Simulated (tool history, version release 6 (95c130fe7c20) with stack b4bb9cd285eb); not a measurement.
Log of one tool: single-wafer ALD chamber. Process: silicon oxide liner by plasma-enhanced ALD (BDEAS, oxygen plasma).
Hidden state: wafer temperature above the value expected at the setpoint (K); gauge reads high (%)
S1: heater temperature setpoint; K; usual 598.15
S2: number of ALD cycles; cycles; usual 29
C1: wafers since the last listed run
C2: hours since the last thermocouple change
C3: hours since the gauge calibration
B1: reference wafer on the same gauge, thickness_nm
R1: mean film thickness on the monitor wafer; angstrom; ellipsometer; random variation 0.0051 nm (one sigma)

run 1 hour=0 | S1=598.15 S2=29 | C1=0 C2=1706.8 C3=49.6 | B1=2.097 | R1=25.55
run 2 hour=45.3 | S1=598.15 S2=29 | C1=413 C2=1752.1 C3=94.9 | B1=2.097 | R1=25.48
run 3 hour=87 | S1=598.15 S2=29 | C1=380 C2=1793.8 C3=136.6 | B1=2.097 | R1=25.56
run 4 hour=126.5 | S1=598.15 S2=29 | C1=360 C2=1833.3 C3=176.1 | B1=2.096 | R1=25.58
run 5 hour=208.4 | S1=586.15 S2=29 | C1=747 C2=1915.2 C3=258 | B1=2.095 | R1=25.98
run 6 hour=254.8 | S1=586.15 S2=29 | C1=423 C2=1961.6 C3=304.4 | B1=2.095 | R1=26.05
run 7 hour=306.5 | S1=598.15 S2=29 | C1=471 C2=2013.3 C3=356.1 | B1=2.094 | R1=25.49
run 8 hour=362.9 | S1=598.15 S2=29 | C1=514 C2=2069.7 C3=412.5 | B1=2.094 | R1=25.52
run 9 hour=421 | S1=593.15 S2=29 | C1=530 C2=2127.8 C3=470.6 | B1=2.093 | R1=25.79
run 10 hour=470.3 | S1=598.15 S2=32 | C1=449 C2=2177.1 C3=519.9 | B1=2.092 | R1=28.21
run 11 hour=506 | S1=598.15 S2=32 | C1=325 C2=2212.8 C3=555.6 | B1=2.091 | R1=28.21
run 12 hour=559.9 | S1=607.15 S2=26 | C1=491 C2=2266.7 C3=609.5 | B1=2.09 | R1=22.52
run 13 hour=625.5 | S1=598.15 S2=29 | C1=598 C2=2332.3 C3=675.1 | B1=2.09 | R1=25.48
run 14 hour=687.5 | S1=598.15 S2=29 | C1=565 C2=2394.3 C3=737.1 | B1=2.089 | R1=25.34
run 15 hour=758.3 | S1=608.15 S2=29 | C1=646 C2=2465.1 C3=807.9 | B1=2.087 | R1=25.07
run 16 hour=788 | S1=608.15 S2=29 | C1=271 C2=2494.8 C3=837.6 | B1=2.085 | R1=25.04
run 17 hour=845.6 | S1=598.15 S2=29 | C1=525 C2=2552.4 C3=895.2 | B1=2.084 | R1=25.44
run 18 hour=888.4 | S1=598.15 S2=29 | C1=390 C2=2595.2 C3=938 | B1=2.083 | R1=25.38
run 19 hour=973.6 | S1=598.15 S2=29 | C1=777 C2=2680.4 C3=1023.2 | B1=2.08 | R1=25.44
run 20 hour=1036.1 | S1=603.15 S2=25 | C1=570 C2=2742.9 C3=1085.7 | B1=2.077 | R1=21.74
run 21 hour=1107.1 | S1=598.15 S2=29 | C1=648 C2=2813.9 C3=1156.7 | B1=2.076 | R1=25.4
run 22 hour=1158.8 | S1=598.15 S2=29 | C1=471 C2=2865.6 C3=1208.4 | B1=2.073 | R1=25.33
run 23 hour=1197.4 | S1=586.15 S2=35 | C1=352 C2=2904.2 C3=1247 | B1=2.072 | R1=31.07
run 24 hour=1225.4 | S1=598.15 S2=29 | C1=255 C2=2932.2 C3=1275 | B1=2.071 | R1=25.22
run 25 hour=1276 | S1=607.15 S2=25 | C1=461 C2=2982.8 C3=1325.6 | B1=2.068 | R1=21.36
-- hour=1303.8 gauge calibrated
run 26 hour=1330.3 | S1=598.15 S2=29 | C1=495 C2=3037.1 C3=26.5 | B1=2.108 | R1=25.69
-- hour=1380.3 thermocouple changed; heater temperature recalibrated
run 27 hour=1384.8 | S1=586.15 S2=31 | C1=424 C2=4.5 C3=81 | B1=2.107 | R1=28.07
run 28 hour=1428.6 | S1=591.15 S2=29 | C1=399 C2=48.3 C3=124.8 | B1=2.108 | R1=26
run 29 hour=1465.8 | S1=593.15 S2=33 | C1=339 C2=85.5 C3=162 | B1=2.108 | R1=29.5
run 30 hour=1503.9 | S1=592.15 S2=26 | C1=347 C2=123.6 C3=200.1 | B1=2.107 | R1=23.3
run 31 hour=1556.1 | S1=611.15 S2=25 | C1=476 C2=175.8 C3=252.3 | B1=2.108 | R1=21.61
run 32 hour=1607.5 | S1=594.15 S2=27 | C1=469 C2=227.2 C3=303.7 | B1=2.106 | R1=24.03
run 33 hour=1661.1 | S1=598.15 S2=29 | C1=489 C2=280.8 C3=357.3 | B1=2.106 | R1=25.74
run 34 hour=1689.9 | S1=610.15 S2=29 | C1=262 C2=309.6 C3=386.1 | B1=2.106 | R1=25.12
run 35 hour=1756 | S1=590.15 S2=30 | C1=603 C2=375.7 C3=452.2 | B1=2.104 | R1=26.98
run 36 hour=1809.3 | S1=598.15 S2=29 | C1=486 C2=429 C3=505.5 | B1=2.104 | R1=25.71
run 37 hour=1872.8 | S1=603.15 S2=29 | C1=579 C2=492.5 C3=569 | B1=2.103 | R1=25.45
run 38 hour=1904.6 | S1=607.15 S2=32 | C1=290 C2=524.3 C3=600.8 | B1=2.103 | R1=27.94

Hidden state or all else? Some run-to-run changes of R1, split into what the settings, what came in and random variation would give without the hidden state, and what is left for the hidden state (with any gauge scatter that isn't in both results):
Run 20 -> 21: S1 603.15 -> 598.15, S2 25 -> 29. R1 +3.66 angstrom: hidden state -0.07, all else +3.73.
Run 22 -> 23: S1 598.15 -> 586.15, S2 29 -> 35. R1 +5.74 angstrom: hidden state -0.1, all else +5.84.
Run 23 -> 24: S1 586.15 -> 598.15, S2 35 -> 29. R1 -5.85 angstrom: hidden state +0.06, all else -5.91.
Run 25 -> 26: S1 607.15 -> 598.15, S2 25 -> 29, gauge calibrated. R1 +4.33 angstrom: hidden state +0.42, all else +3.91.
Run 29 -> 30: S1 593.15 -> 592.15, S2 33 -> 26. R1 -6.2 angstrom: hidden state -0.02, all else -6.18.

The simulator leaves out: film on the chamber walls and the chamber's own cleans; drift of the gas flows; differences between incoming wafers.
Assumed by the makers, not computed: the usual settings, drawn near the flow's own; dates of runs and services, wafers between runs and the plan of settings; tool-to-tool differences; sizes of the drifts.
